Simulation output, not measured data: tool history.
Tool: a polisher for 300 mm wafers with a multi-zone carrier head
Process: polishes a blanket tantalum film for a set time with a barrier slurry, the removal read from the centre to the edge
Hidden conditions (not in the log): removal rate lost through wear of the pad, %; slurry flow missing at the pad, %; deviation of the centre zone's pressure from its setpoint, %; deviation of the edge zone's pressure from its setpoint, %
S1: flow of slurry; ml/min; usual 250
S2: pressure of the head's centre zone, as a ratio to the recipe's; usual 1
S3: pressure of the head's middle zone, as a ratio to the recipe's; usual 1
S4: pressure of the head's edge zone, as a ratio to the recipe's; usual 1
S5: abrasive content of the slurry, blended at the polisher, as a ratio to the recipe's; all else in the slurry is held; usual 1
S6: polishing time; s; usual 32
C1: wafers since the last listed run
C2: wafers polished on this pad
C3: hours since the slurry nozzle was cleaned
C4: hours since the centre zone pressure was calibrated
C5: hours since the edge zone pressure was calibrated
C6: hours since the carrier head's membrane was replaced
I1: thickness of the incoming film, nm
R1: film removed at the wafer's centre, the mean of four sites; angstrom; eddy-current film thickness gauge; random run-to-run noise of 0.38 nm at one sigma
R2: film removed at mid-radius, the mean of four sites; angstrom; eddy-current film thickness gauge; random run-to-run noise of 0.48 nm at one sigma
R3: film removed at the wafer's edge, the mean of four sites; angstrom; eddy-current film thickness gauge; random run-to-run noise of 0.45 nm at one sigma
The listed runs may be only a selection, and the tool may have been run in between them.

| run | hour | S1 | S2 | S3 | S4 | S5 | S6 | C1 | C2 | C3 | C4 | C5 | C6 | I1 | R1 | R2 | R3 |
|---|---|---|---|---|---|---|---|---|---|---|---|---|---|---|---|---|---|
| 1 | 0 | 250 | 1 | 1 | 1 | 1 | 32 | 0 | 535 | 75.3 | 345 | 114.3 | 1933.9 | 254.4 | 349 | 341 | 340 |
| 2 | 22.8 | 250 | 1 | 1 | 1 | 1 | 32 | 280 | 815 | 98.1 | 367.8 | 137.1 | 1956.7 | 260.3 | 351 | 330 | 336 |
| 3 | 45.6 | 250 | 1 | 1 | 1 | 1 | 32 | 280 | 1096 | 120.9 | 390.6 | 159.9 | 1979.5 | 265.2 | 337 | 327 | 335 |
| 4 | 68 | 320 | 0.89 | 1 | 1 | 1 | 32 | 275 | 1371 | 143.3 | 413 | 182.3 | 2001.9 | 260 | 304 | 344 | 337 |
|  | 96.6 | centre zone pressure recalibrated |
| 5 | 99.5 | 250 | 1 | 1 | 1 | 1 | 32 | 362 | 1734 | 174.8 | 2.9 | 213.8 | 2033.4 | 254.3 | 336 | 316 | 329 |
| 6 | 131.8 | 250 | 1 | 1 | 1 | 1 | 32 | 397 | 2132 | 207.1 | 35.2 | 246.1 | 2065.7 | 259.1 | 330 | 315 | 308 |
|  | 143.4 | carrier head's membrane replaced by a new one |
| 7 | 150.1 | 250 | 0.93 | 1 | 1 | 1 | 32 | 163 | 2295 | 225.4 | 53.5 | 264.4 | 6.7 | 260.1 | 298 | 311 | 305 |
|  | 161.6 | worn pad replaced by a new one |
| 8 | 172.6 | 285 | 1 | 1 | 1 | 0.8 | 32 | 227 | 134 | 247.9 | 76 | 286.9 | 29.2 | 259.8 | 327 | 322 | 322 |
| 9 | 194.9 | 250 | 1.06 | 1 | 1 | 1 | 32 | 274 | 409 | 270.2 | 98.3 | 309.2 | 51.5 | 263.8 | 366 | 344 | 350 |
| 10 | 211.9 | 250 | 1 | 1 | 1 | 1.25 | 32 | 209 | 618 | 287.2 | 115.3 | 326.2 | 68.5 | 258.5 | 371 | 369 | 362 |
| 11 | 244.6 | 280 | 1 | 1 | 1 | 1 | 22 | 402 | 1020 | 319.9 | 148 | 358.9 | 101.2 | 264 | 236 | 233 | 231 |
| 12 | 269.9 | 250 | 1.08 | 1 | 0.97 | 1 | 32 | 311 | 1331 | 345.2 | 173.3 | 384.2 | 126.5 | 259.3 | 359 | 331 | 318 |
| 13 | 290.6 | 250 | 1 | 1 | 1 | 1 | 32 | 254 | 1586 | 365.9 | 194 | 404.9 | 147.2 | 265.2 | 332 | 317 | 320 |
| 14 | 306.1 | 250 | 1 | 1 | 1.06 | 1 | 32 | 190 | 1776 | 381.4 | 209.5 | 420.4 | 162.7 | 262.8 | 325 | 323 | 333 |
| 15 | 320 | 250 | 1 | 1 | 1 | 1 | 32 | 170 | 1947 | 395.3 | 223.4 | 434.3 | 176.6 | 259.1 | 321 | 318 | 315 |
|  | 325.8 | worn pad replaced by a new one |
| 16 | 338.8 | 315 | 0.91 | 0.92 | 1 | 0.8 | 32 | 182 | 160 | 414.1 | 242.2 | 453.1 | 195.4 | 261.2 | 292 | 300 | 316 |
| 17 | 362 | 250 | 1 | 1 | 1 | 1 | 29 | 285 | 445 | 437.3 | 265.4 | 476.3 | 218.6 | 256.5 | 306 | 301 | 297 |
| 18 | 374.2 | 250 | 1 | 1 | 1 | 1 | 32 | 150 | 595 | 449.5 | 277.6 | 488.5 | 230.8 | 259.6 | 337 | 332 | 330 |
| 19 | 402.5 | 215 | 1.08 | 1.11 | 1 | 1 | 36 | 348 | 943 | 477.8 | 305.9 | 516.8 | 259.1 | 256.4 | 399 | 388 | 356 |
| 20 | 414.8 | 250 | 1 | 1 | 0.9 | 0.9 | 32 | 151 | 1094 | 490.1 | 318.2 | 529.1 | 271.4 | 264.4 | 311 | 314 | 291 |
|  | 448.3 | centre zone pressure recalibrated |
| 21 | 448.8 | 250 | 1 | 0.95 | 1 | 1 | 25 | 393 | 1488 | 524.1 | 0.5 | 563.1 | 305.4 | 259.5 | 253 | 246 | 248 |
| 22 | 472.1 | 250 | 1 | 1 | 1 | 1 | 32 | 286 | 1775 | 547.4 | 23.8 | 586.4 | 328.7 | 258.9 | 315 | 317 | 309 |
|  | 496.6 | edge zone pressure recalibrated |
| 23 | 505.7 | 250 | 1 | 1 | 1 | 1 | 43 | 388 | 2163 | 581 | 57.4 | 9.1 | 362.3 | 261.9 | 416 | 404 | 404 |

The logged runs with the hidden state left out (each run's random variation unchanged):
| run | R1 | R2 | R3 |
|---|---|---|---|
| 1 | 358 | 350 | 349 |
| 2 | 365 | 343 | 350 |
| 3 | 355 | 344 | 353 |
| 4 | 325 | 366 | 359 |
| 5 | 365 | 344 | 357 |
| 6 | 366 | 350 | 341 |
| 7 | 334 | 348 | 341 |
| 8 | 333 | 327 | 326 |
| 9 | 376 | 354 | 359 |
| 10 | 386 | 383 | 375 |
| 11 | 250 | 247 | 245 |
| 12 | 386 | 356 | 341 |
| 13 | 363 | 345 | 348 |
| 14 | 358 | 355 | 365 |
| 15 | 357 | 353 | 348 |
| 16 | 304 | 311 | 326 |
| 17 | 323 | 317 | 312 |
| 18 | 359 | 352 | 349 |
| 19 | 434 | 421 | 384 |
| 20 | 339 | 342 | 316 |
| 21 | 283 | 275 | 275 |
| 22 | 358 | 359 | 347 |
| 23 | 483 | 469 | 465 |
